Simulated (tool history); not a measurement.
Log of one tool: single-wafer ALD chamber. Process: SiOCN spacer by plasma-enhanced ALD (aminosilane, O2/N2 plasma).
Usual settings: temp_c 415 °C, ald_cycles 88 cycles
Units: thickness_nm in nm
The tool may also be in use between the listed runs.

run,hour,temp_c,ald_cycles,"read-back reference wafer on the same gauge, thickness_nm",thickness_nm
1,0.0,415,88,6.038,5.547
2,30.1,415,88,6.047,5.557
3,62.1,415,88,6.051,5.582
4,92.6,415,88,6.061,5.575
5,122.2,415,88,6.069,5.557
6,149.8,415,78,6.083,4.936
7,170.5,415,88,6.086,5.578
# hour 184.7: gauge calibrated
8,191.3,402,88,6.019,5.726
# hour 225.5: thermocouple changed; heater temperature recalibrated
9,226.0,415,88,6.016,5.537
10,242.0,410,104,6.019,6.620
11,272.7,426,76,6.020,4.613
12,301.7,426,102,6.023,6.199
13,333.9,424,82,6.028,5.013
14,353.5,407,76,6.031,4.887

Forecast each of these 4 alternatives for the next run:
A,354.1,415,88,?,?
B,354.1,410,80,?,?
C,354.1,428,104,?,?
D,354.1,421,88,?,?

run,"read-back reference wafer on the same gauge, thickness_nm",thickness_nm
A,6.030,5.549
B,6.030,5.118
C,6.030,6.308
D,6.030,5.451
Without the tool's hidden state the same runs would have given:
run,thickness_nm
A,5.538
B,5.108
C,6.295
D,5.440
